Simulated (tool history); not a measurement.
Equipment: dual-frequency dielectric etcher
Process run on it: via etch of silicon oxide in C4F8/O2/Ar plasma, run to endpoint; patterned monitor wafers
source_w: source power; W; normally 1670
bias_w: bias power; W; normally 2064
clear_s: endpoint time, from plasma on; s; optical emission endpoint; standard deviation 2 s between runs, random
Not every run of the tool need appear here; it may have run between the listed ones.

| run | day | source_w | bias_w | incoming incoming film thickness, nm | clear_s |
|---|---|---|---|---|---|
| 1 | 0 | 1670 | 2064 | 2215.2 | 426.1 |
| 2 | 0.604 | 1670 | 2064 | 2223.1 | 422.6 |
| 3 | 1.217 | 1670 | 2064 | 2212.6 | 426.8 |
| 4 | 1.679 | 1670 | 2064 | 2238.2 | 433 |
| 5 | 2.225 | 1670 | 2064 | 2201.7 | 421.3 |
| 6 | 2.95 | 1670 | 2064 | 2206.9 | 424.2 |
| 7 | 3.321 | 1910 | 2064 | 2206.3 | 402.2 |
| 8 | 3.912 | 1910 | 2064 | 2228 | 408.7 |
| 9 | 4.229 | 1670 | 1804 | 2200.3 | 438.8 |
| 10 | 4.833 | 1670 | 1804 | 2215.6 | 443.1 |
| 11 | 5.208 | 1670 | 1804 | 2220.9 | 441.8 |
| 12 | 5.642 | 1670 | 1873 | 2200.9 | 434.8 |
| 13 | 6.679 | 1670 | 2064 | 2217.4 | 422.4 |
| 14 | 7.396 | 1670 | 2064 | 2209 | 421.8 |
| 15 | 8.046 | 1670 | 2064 | 2206.5 | 424.2 |
| 16 | 8.696 | 1670 | 2460 | 2207.7 | 401.4 |
| 17 | 9.242 | 1670 | 2460 | 2217 | 405.2 |
| 18 | 9.725 | 1670 | 2064 | 2217.1 | 426.4 |
| 19 | 10.079 | 1670 | 2064 | 2223.2 | 426.4 |
| 20 | 12.212 | 2060 | 2306 | 2224.9 | 383 |
| 21 | 12.229 | 1670 | 2064 | 2211.3 | 423.7 |
| 22 | 12.246 | 1540 | 2064 | 2235.8 | 438.4 |
| 23 | 12.267 | 1670 | 1780 | 2207 | 443.7 |
| 24 | 12.517 | 1410 | 2500 | 2198.9 | 421.9 |
| 25 | 13.258 | 1280 | 2064 | 2212 | 460 |
| 26 | 13.796 | 1670 | 2064 | 2213.4 | 428.4 |
| 27 | 14.396 | 1340 | 2496 | 2221.8 | 433.6 |
| 28 | 14.9 | 1840 | 1673 | 2222.5 | 440.3 |
| 29 | 15.512 | 1280 | 2250 | 2227.1 | 452.5 |
| 30 | 16.167 | 1670 | 2064 | 2217.6 | 422.9 |
| 31 | 17.879 | 1800 | 1827 | 2219.5 | 426.1 |
| 32 | 19.971 | 1460 | 1809 | 2224.7 | 464.8 |
| 33 | 20.562 | 1320 | 1568 | 2228.1 | 497 |
| 34 | 21.092 | 1670 | 1610 | 2210.2 | 455 |
| 35 | 21.608 | 1300 | 1771 | 2222 | 478.4 |

Taken out of this log: 4 entries between the listed runs. Where each belongs, and how the hidden state differs across it:
Between runs 15 and 16: source power generator calibrated (day 8.558)
  no hidden state differs between the two runs
Between runs 19 and 20: wet clean of the chamber (day 11.254); upper electrode replaced (day 12.192)
  no hidden state differs between the two runs
Between runs 30 and 31: bias power generator calibrated (day 16.35)
  no hidden state differs between the two runs
